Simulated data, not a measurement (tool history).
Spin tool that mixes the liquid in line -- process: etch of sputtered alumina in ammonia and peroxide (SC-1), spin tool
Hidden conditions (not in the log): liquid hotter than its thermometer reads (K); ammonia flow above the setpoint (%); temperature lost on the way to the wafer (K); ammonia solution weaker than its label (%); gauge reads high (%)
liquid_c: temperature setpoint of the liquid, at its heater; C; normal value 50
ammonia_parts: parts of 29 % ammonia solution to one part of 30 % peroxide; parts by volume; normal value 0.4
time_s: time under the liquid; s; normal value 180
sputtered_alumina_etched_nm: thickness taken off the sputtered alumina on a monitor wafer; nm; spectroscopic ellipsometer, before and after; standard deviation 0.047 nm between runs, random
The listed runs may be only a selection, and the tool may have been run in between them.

run,hour,liquid_c,ammonia_parts,time_s,wafers since the last listed run,hours since the thermometer was replaced,hours since the ammonia flow meter was replaced,hours since the heated supply line was repaired,hours since the drum of ammonia solution was connected,hours since the gauge calibration,"read-back film thickness of the sputtered alumina reference wafer, read on the same gauge (nm)",sputtered_alumina_etched_nm
1,0,50,0.35,180,0,770.3,120.5,795.3,48.3,1385.5,90.03,6.54
2,67.4,50,0.35,180,329,837.7,187.9,862.7,115.7,1452.9,90.01,6.62
3,127.2,50,0.4,180,292,897.5,247.7,922.5,175.5,1512.7,90.02,6.54
4,153.3,46.5,0.4,130,127,923.6,273.8,948.6,201.6,1538.8,90,3.92
5,199.3,46.5,0.4,130,224,969.6,319.8,994.6,247.6,1584.8,90.03,3.93
6,229.1,50,0.25,265,145,999.4,349.6,1024.4,277.4,1614.6,90.02,9.37
7,258.4,50,0.35,95,143,1028.7,378.9,1053.7,306.7,1643.9,90,3.45
8,302.1,50,0.4,180,213,1072.4,422.6,1097.4,350.4,1687.6,90.02,6.61
9,361,50,0.4,180,287,1131.3,481.5,1156.3,409.3,1746.5,90,6.63
10,416.9,59,0.4,180,273,1187.2,537.4,1212.2,465.2,1802.4,89.99,10.79
# hour 430.7: thermometer replaced
11,484.2,57,0.3,120,324,53.5,604.7,1279.5,532.5,1869.7,90.04,6.07
12,552.2,52.5,0.5,90,332,121.5,672.7,1347.5,600.5,1937.7,89.95,3.73
13,623,50,0.4,180,346,192.3,743.5,1418.3,671.3,2008.5,90.03,6.45
# hour 625.3: gauge calibrated
# hour 647.1: new drum of ammonia solution connected
14,650.4,46.5,0.4,180,129,219.7,770.9,1445.7,3.3,25.1,89.98,5.17
15,687.3,60,0.5,250,180,256.6,807.8,1482.6,40.2,62,90.01,15.3
16,737.7,50,0.4,180,246,307,858.2,1533,90.6,112.4,89.96,6.26
# hour 748.9: heated supply line repaired
17,796.8,50,0.55,80,284,366.1,917.3,47.9,149.7,171.5,89.97,3.13
18,850.9,55,0.5,180,264,420.2,971.4,102,203.8,225.6,89.99,9.19
19,892.3,50,0.4,120,202,461.6,1012.8,143.4,245.2,267,90.04,4.58
20,957,50,0.4,135,316,526.3,1077.5,208.1,309.9,331.7,90.01,5.13
21,992.7,59.5,0.5,115,174,562,1113.2,243.8,345.6,367.4,90,7.32
22,1051.2,53,0.2,180,286,620.5,1171.7,302.3,404.1,425.9,90,7.43
23,1101.6,58.5,0.4,285,246,670.9,1222.1,352.7,454.5,476.3,89.97,16.99
24,1227.5,50,0.4,180,615,796.8,1348,478.6,580.4,602.2,90.01,6.84
25,1283.7,45.5,0.3,225,274,853,1404.2,534.8,636.6,658.4,90.01,6.31

Consider 4 possible next runs. They are alternatives, not a sequence: every one starts from the tool as it was left by run 25. What does each give?
A,1284.2,50,0.4,180,2,853.5,1404.7,535.3,637.1,658.9,?,?
B,1284.2,56.5,0.35,180,2,853.5,1404.7,535.3,637.1,658.9,?,?
C,1284.2,40.5,0.4,255,2,853.5,1404.7,535.3,637.1,658.9,?,?
D,1284.2,58,0.45,240,2,853.5,1404.7,535.3,637.1,658.9,?,?

run,"read-back film thickness of the sputtered alumina reference wafer, read on the same gauge (nm)",sputtered_alumina_etched_nm
A,90.01,6.66
B,90.01,9.33
C,90.01,5.49
D,90.01,13.79
The same runs, with their run-to-run variation unchanged, on a tool lacking any hidden condition would have given:
run,sputtered_alumina_etched_nm
A,6.71
B,9.4
C,5.54
D,13.88
